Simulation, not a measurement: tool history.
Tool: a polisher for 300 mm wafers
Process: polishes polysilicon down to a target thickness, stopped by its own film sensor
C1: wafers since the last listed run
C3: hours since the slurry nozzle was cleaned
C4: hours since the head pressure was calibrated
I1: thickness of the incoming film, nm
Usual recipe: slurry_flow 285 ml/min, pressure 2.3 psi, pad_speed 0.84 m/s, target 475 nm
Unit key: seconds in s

{"run": 1, "day": 0.0, "slurry_flow": 285, "pressure": 2.3, "pad_speed": 0.84, "target": 475, "C1": 0, "wafers polished on this pad": 397, "C3": 175.3, "C4": 279.3, "I1": 743.3, "seconds": 42.7}
{"run": 2, "day": 1.254, "slurry_flow": 285, "pressure": 2.3, "pad_speed": 0.84, "target": 475, "C1": 431, "wafers polished on this pad": 829, "C3": 205.4, "C4": 309.4, "I1": 741.0, "seconds": 41.5}
{"run": 3, "day": 3.996, "slurry_flow": 285, "pressure": 2.3, "pad_speed": 0.84, "target": 475, "C1": 943, "wafers polished on this pad": 1772, "C3": 271.2, "C4": 375.2, "I1": 735.7, "seconds": 41.3}
{"day": 4.479, "done": "worn pad replaced by a new one"}
{"run": 4, "day": 6.046, "slurry_flow": 365, "pressure": 2.3, "pad_speed": 0.84, "target": 475, "C1": 648, "wafers polished on this pad": 538, "C3": 320.4, "C4": 424.4, "I1": 752.0, "seconds": 43.9}
{"run": 5, "day": 7.496, "slurry_flow": 365, "pressure": 2.3, "pad_speed": 0.84, "target": 475, "C1": 498, "wafers polished on this pad": 1037, "C3": 355.2, "C4": 459.2, "I1": 730.5, "seconds": 40.8}
{"run": 6, "day": 9.1, "slurry_flow": 365, "pressure": 2.3, "pad_speed": 0.84, "target": 475, "C1": 552, "wafers polished on this pad": 1589, "C3": 393.7, "C4": 497.7, "I1": 734.5, "seconds": 40.6}
{"run": 7, "day": 10.579, "slurry_flow": 285, "pressure": 2.3, "pad_speed": 0.96, "target": 475, "C1": 509, "wafers polished on this pad": 2098, "C3": 429.2, "C4": 533.2, "I1": 743.7, "seconds": 39.9}
{"day": 10.871, "done": "head pressure recalibrated"}
{"day": 11.279, "done": "worn pad replaced by a new one"}
{"run": 8, "day": 13.092, "slurry_flow": 285, "pressure": 2.3, "pad_speed": 0.96, "target": 475, "C1": 778, "wafers polished on this pad": 624, "C3": 489.5, "C4": 53.3, "I1": 739.6, "seconds": 41.3}
{"run": 9, "day": 15.533, "slurry_flow": 330, "pressure": 1.8, "pad_speed": 0.74, "target": 560, "C1": 840, "wafers polished on this pad": 1464, "C3": 548.1, "C4": 111.9, "I1": 751.1, "seconds": 43.2}
{"day": 15.917, "done": "head pressure recalibrated, repeated, since the last time left the tool worse"}
{"day": 17.229, "done": "worn pad replaced by a new one"}
{"day": 17.775, "done": "slurry nozzle cleaned"}
{"run": 10, "day": 18.442, "slurry_flow": 285, "pressure": 3.1, "pad_speed": 0.84, "target": 475, "C1": 900, "wafers polished on this pad": 403, "C3": 16.0, "C4": 60.6, "I1": 737.5, "seconds": 33.0}
{"run": 11, "day": 21.954, "slurry_flow": 285, "pressure": 2.3, "pad_speed": 0.84, "target": 475, "C1": 1208, "wafers polished on this pad": 1612, "C3": 100.3, "C4": 144.9, "I1": 738.0, "seconds": 41.0}
{"day": 24.375, "done": "worn pad replaced by a new one"}
{"run": 12, "day": 24.396, "slurry_flow": 285, "pressure": 2.3, "pad_speed": 0.62, "target": 561, "C1": 782, "wafers polished on this pad": 7, "C3": 158.9, "C4": 203.5, "I1": 733.1, "seconds": 33.0}
{"run": 13, "day": 25.529, "slurry_flow": 285, "pressure": 1.7, "pad_speed": 0.84, "target": 475, "C1": 389, "wafers polished on this pad": 397, "C3": 186.1, "C4": 230.7, "I1": 742.6, "seconds": 51.7}
{"run": 14, "day": 28.467, "slurry_flow": 285, "pressure": 2.3, "pad_speed": 0.84, "target": 475, "C1": 1010, "wafers polished on this pad": 1408, "C3": 256.6, "C4": 301.2, "I1": 724.4, "seconds": 40.3}
{"run": 15, "day": 29.892, "slurry_flow": 210, "pressure": 1.9, "pad_speed": 0.84, "target": 475, "C1": 490, "wafers polished on this pad": 1898, "C3": 290.8, "C4": 335.4, "I1": 741.4, "seconds": 50.7}
{"day": 30.396, "done": "worn pad replaced by a new one"}
{"run": 16, "day": 31.933, "slurry_flow": 285, "pressure": 2.3, "pad_speed": 0.84, "target": 475, "C1": 645, "wafers polished on this pad": 528, "C3": 339.8, "C4": 384.4, "I1": 735.4, "seconds": 41.0}

5 ways to go on from here, each from the tool as it stands after run 16. What would each give?
{"run": "A", "day": 31.95, "slurry_flow": 285, "pressure": 2.3, "pad_speed": 0.84, "target": 436, "C1": 5, "wafers polished on this pad": 534, "C3": 340.2, "C4": 384.8, "I1": 739.7, "seconds": "?"}
{"run": "B", "day": 31.95, "slurry_flow": 285, "pressure": 2.3, "pad_speed": 0.96, "target": 500, "C1": 5, "wafers polished on this pad": 534, "C3": 340.2, "C4": 384.8, "I1": 739.7, "seconds": "?"}
{"run": "C", "day": 31.95, "slurry_flow": 360, "pressure": 2.5, "pad_speed": 1.08, "target": 417, "C1": 5, "wafers polished on this pad": 534, "C3": 340.2, "C4": 384.8, "I1": 739.7, "seconds": "?"}
{"run": "D", "day": 31.95, "slurry_flow": 285, "pressure": 2.7, "pad_speed": 0.84, "target": 430, "C1": 5, "wafers polished on this pad": 534, "C3": 340.2, "C4": 384.8, "I1": 739.7, "seconds": "?"}
{"run": "E", "day": 31.95, "slurry_flow": 285, "pressure": 2.0, "pad_speed": 0.84, "target": 475, "C1": 5, "wafers polished on this pad": 534, "C3": 340.2, "C4": 384.8, "I1": 739.7, "seconds": "?"}

run=A seconds=47.1
run=B seconds=33.6
run=C seconds=38.1
run=D seconds=42.8
run=E seconds=45.2
The same runs, with their run-to-run variation unchanged, on a tool lacking any hidden condition would have given:
run=A seconds=46.0
run=B seconds=32.9
run=C seconds=37.2
run=D seconds=41.8
run=E seconds=44.2
